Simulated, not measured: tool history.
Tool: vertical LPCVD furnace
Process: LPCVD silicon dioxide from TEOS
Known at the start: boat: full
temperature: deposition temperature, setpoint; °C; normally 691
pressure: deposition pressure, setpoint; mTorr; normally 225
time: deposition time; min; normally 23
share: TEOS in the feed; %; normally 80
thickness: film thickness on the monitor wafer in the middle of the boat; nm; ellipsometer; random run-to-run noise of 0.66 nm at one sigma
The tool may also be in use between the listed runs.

run    hour  temperature  pressure  time  share  wafers since the last listed run  hours since the last temperature calibration  hours since the pressure gauge was zeroed  hours since the TEOS flow controller was replaced  hours since the gauge calibration  read-back reference wafer on the same gauge, thickness  thickness
  1       0          691       225    23     80                                 0                                         890.6                                     2209.7                                             3074.8                              412.8                                                  143.95     132.78
  2    97.5          691       225    23     80                              1933                                         988.1                                     2307.2                                             3172.3                              510.3                                                  144.11     133.56
  3   137.1          691       225    23     80                               785                                        1027.7                                     2346.8                                             3211.9                              549.9                                                  144.08     134.08
  4   423.8          691       225    23     80                              5685                                        1314.4                                     2633.5                                             3498.6                              836.6                                                  144.04      133.1
  5   480.8          691       225    23     80                              1130                                        1371.4                                     2690.5                                             3555.6                              893.6                                                  143.99     135.14
  6   784.3          691       225    23     80                              6018                                        1674.9                                       2994                                             3859.1                             1197.1                                                  144.09     135.01
  7   884.7          691       225    23     80                              1991                                        1775.3                                     3094.4                                             3959.5                             1297.5                                                  144.11     135.05
  8   961.8          691       225    23     80                              1529                                        1852.4                                     3171.5                                             4036.6                             1374.6                                                  144.05     136.96
  9  1006.7          691       225    23     80                               890                                        1897.3                                     3216.4                                             4081.5                             1419.5                                                  143.82     135.05
 10  1074.7          691       225    23     80                              1348                                        1965.3                                     3284.4                                             4149.5                             1487.5                                                  143.88     135.18
     1120.2  -- thermocouples replaced and temperature profile calibrated
     1204.1  -- pressure gauge zeroed
 11  1261.9          691       225    23     80                              2760                                         141.7                                       57.8                                             4336.7                             1674.7                                                   144.1     130.34
 12  1363.2          691       225    23     80                              2008                                           243                                      159.1                                               4438                               1776                                                  144.04     130.58
     1389.3  -- gauge calibrated
 13  1465.9          691       225    23     80                              2036                                         345.7                                      261.8                                             4540.7                               76.6                                                  144.03     132.08
 14  1511.1          691       225    23     80                               896                                         390.9                                        307                                             4585.9                              121.8                                                  144.09     131.54
 15    1618          695       225    23     89                              2119                                         497.8                                      413.9                                             4692.8                              228.7                                                  144.08     154.01
 16  1686.1          691       225    23     80                              1350                                         565.9                                        482                                             4760.9                              296.8                                                  143.98     132.43
 17    1783          691       240    32     80                              1921                                         662.8                                      578.9                                             4857.8                              393.7                                                  143.87     190.57
     1831.1  -- TEOS flow controller replaced
 18  1858.3          683       200    23     89                              1017                                         738.1                                      654.2                                               27.2                                469                                                  143.95     109.67
 19  1907.6          702       225    18     80                               977                                         787.4                                      703.5                                               76.5                              518.3                                                  143.93      134.2
 20  1986.5          691       225    23     80                              1564                                         866.3                                      782.4                                              155.4                              597.2                                                  144.12     133.72
 21  2029.6          699       225    23     80                               854                                         909.4                                      825.5                                              198.5                              640.3                                                  143.91     161.49
 22  2127.2          691       225    23     90                              1935                                          1007                                      923.1                                              296.1                              737.9                                                  143.77     142.37
 23  2186.5          691       240    29     80                              1176                                        1066.3                                      982.4                                              355.4                              797.2                                                  144.14     174.62
 24  2224.8          685       275  17.5     73                               759                                        1104.6                                     1020.7                                              393.7                              835.5                                                  144.02      93.55
 25  2274.6          684       225  16.5     71                               987                                        1154.4                                     1070.5                                              443.5                              885.3                                                  143.99      76.76
 26  2315.3          696       225    23     66                               807                                        1195.1                                     1111.2                                              484.2                                926                                                  144.08     136.63

Forecast each of these 4 alternatives for the next run:
  A  2318.8          691       225    23     80                                69                                        1198.6                                     1114.7                                              487.7                              929.5                                                       ?          ?
  B  2318.8          691       180    23     80                                69                                        1198.6                                     1114.7                                              487.7                              929.5                                                       ?          ?
  C  2318.8          691       205    28     80                                69                                        1198.6                                     1114.7                                              487.7                              929.5                                                       ?          ?
  D  2318.8          691       225    23     66                                69                                        1198.6                                     1114.7                                              487.7                              929.5                                                       ?          ?

run  read-back reference wafer on the same gauge, thickness  thickness
  A                                                     144     134.96
  B                                                     144     120.71
  C                                                     144     156.83
  D                                                     144     122.59
Stripped of hidden state, with their random variation kept, the same runs would have yielded:
run  thickness
  A     127.79
  B      114.3
  C      148.5
  D     116.07
